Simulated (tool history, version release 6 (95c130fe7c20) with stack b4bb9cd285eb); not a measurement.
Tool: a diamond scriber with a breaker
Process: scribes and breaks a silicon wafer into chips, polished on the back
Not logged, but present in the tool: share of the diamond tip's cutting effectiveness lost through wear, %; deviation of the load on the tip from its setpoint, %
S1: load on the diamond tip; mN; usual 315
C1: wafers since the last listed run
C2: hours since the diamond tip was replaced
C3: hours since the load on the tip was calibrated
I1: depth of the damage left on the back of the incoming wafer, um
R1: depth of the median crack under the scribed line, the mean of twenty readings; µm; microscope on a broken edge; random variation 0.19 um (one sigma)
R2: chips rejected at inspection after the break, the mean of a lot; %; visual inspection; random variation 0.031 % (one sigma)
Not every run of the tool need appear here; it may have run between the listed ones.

run 1 hour=0 | S1=384 | C1=0 C2=828.9 C3=846.1 | I1=0.02 | R1=12.63 R2=0.82
run 2 hour=13.5 | S1=384 | C1=25 C2=842.4 C3=859.6 | I1=0.03 | R1=13.09 R2=0.92
run 3 hour=26.1 | S1=315 | C1=24 C2=855 C3=872.2 | I1=0.02 | R1=11.36 R2=7.12
run 4 hour=46.8 | S1=370 | C1=39 C2=875.7 C3=892.9 | I1=0.01 | R1=12.61 R2=1.79
run 5 hour=72.4 | S1=370 | C1=49 C2=901.3 C3=918.5 | I1=0.03 | R1=12.16 R2=2.18
run 6 hour=94.6 | S1=315 | C1=42 C2=923.5 C3=940.7 | I1=0.02 | R1=11.31 R2=9
run 7 hour=117.8 | S1=315 | C1=44 C2=946.7 C3=963.9 | I1=0.02 | R1=11.05 R2=9.68
run 8 hour=143.8 | S1=315 | C1=49 C2=972.7 C3=989.9 | I1=0.02 | R1=11.17 R2=11.27
run 9 hour=167.8 | S1=350 | C1=45 C2=996.7 C3=1013.9 | I1=0.05 | R1=11.58 R2=5.96
run 10 hour=201.8 | S1=350 | C1=65 C2=1030.7 C3=1047.9 | I1=0.03 | R1=11.75 R2=7.81
run 11 hour=222.4 | S1=350 | C1=39 C2=1051.3 C3=1068.5 | I1=0.04 | R1=11.38 R2=8.23
run 12 hour=253.6 | S1=242 | C1=59 C2=1082.5 C3=1099.7 | I1=0.05 | R1=9.36 R2=37.29
run 13 hour=289.2 | S1=387 | C1=68 C2=1118.1 C3=1135.3 | I1=0.03 | R1=11.18 R2=6.06
-- hour=317 diamond tip replaced by a new one
run 14 hour=317.5 | S1=315 | C1=50 C2=0.5 C3=1163.6 | I1=0.01 | R1=12.96 R2=0.82
run 15 hour=330.7 | S1=315 | C1=25 C2=13.7 C3=1176.8 | I1=0.01 | R1=12.65 R2=0.87
run 16 hour=349.7 | S1=228 | C1=36 C2=32.7 C3=1195.8 | I1=0.02 | R1=10.96 R2=11.61
-- hour=371.7 load on the tip recalibrated
run 17 hour=377.3 | S1=288 | C1=49 C2=60.3 C3=5.6 | I1=0.04 | R1=11.97 R2=2.02
run 18 hour=393.6 | S1=315 | C1=31 C2=76.6 C3=21.9 | I1=0.04 | R1=12.58 R2=0.85
run 19 hour=416.7 | S1=315 | C1=44 C2=99.7 C3=45 | I1=0.05 | R1=12.96 R2=0.86
run 20 hour=446.7 | S1=240 | C1=57 C2=129.7 C3=75 | I1=0.02 | R1=11.25 R2=8.83
run 21 hour=463.9 | S1=342 | C1=32 C2=146.9 C3=92.2 | I1=0.03 | R1=13.27 R2=1.08
run 22 hour=486 | S1=233 | C1=42 C2=169 C3=114.3 | I1=0.05 | R1=11.02 R2=10.16
run 23 hour=512.8 | S1=315 | C1=51 C2=195.8 C3=141.1 | I1=0.04 | R1=12.75 R2=0.88
run 24 hour=538 | S1=258 | C1=48 C2=221 C3=166.3 | I1=0.03 | R1=11.5 R2=5.81
run 25 hour=561 | S1=339 | C1=44 C2=244 C3=189.3 | I1=0.03 | R1=13 R2=0.85
run 26 hour=591.9 | S1=246 | C1=59 C2=274.9 C3=220.2 | I1=0.03 | R1=11.09 R2=8.69

Predict each of these 4 candidate next runs independently; none follows another, all start after run 26:
run A hour=592.6 | S1=371 | C1=1 C2=275.6 C3=220.9 | I1=0.02 | R1=? R2=?
run B hour=592.6 | S1=343 | C1=1 C2=275.6 C3=220.9 | I1=0.02 | R1=? R2=?
run C hour=592.6 | S1=380 | C1=1 C2=275.6 C3=220.9 | I1=0.02 | R1=? R2=?
run D hour=592.6 | S1=379 | C1=1 C2=275.6 C3=220.9 | I1=0.02 | R1=? R2=?

run=A R1=14.02 R2=2.23
run=B R1=13.45 R2=0.96
run=C R1=14.2 R2=2.88
run=D R1=14.18 R2=2.8
Take away the tool's hidden state, keep each run's random variation, and the runs would have read:
run=A R1=14.36 R2=3.59
run=B R1=13.79 R2=1.56
run=C R1=14.55 R2=4.47
run=D R1=14.53 R2=4.36
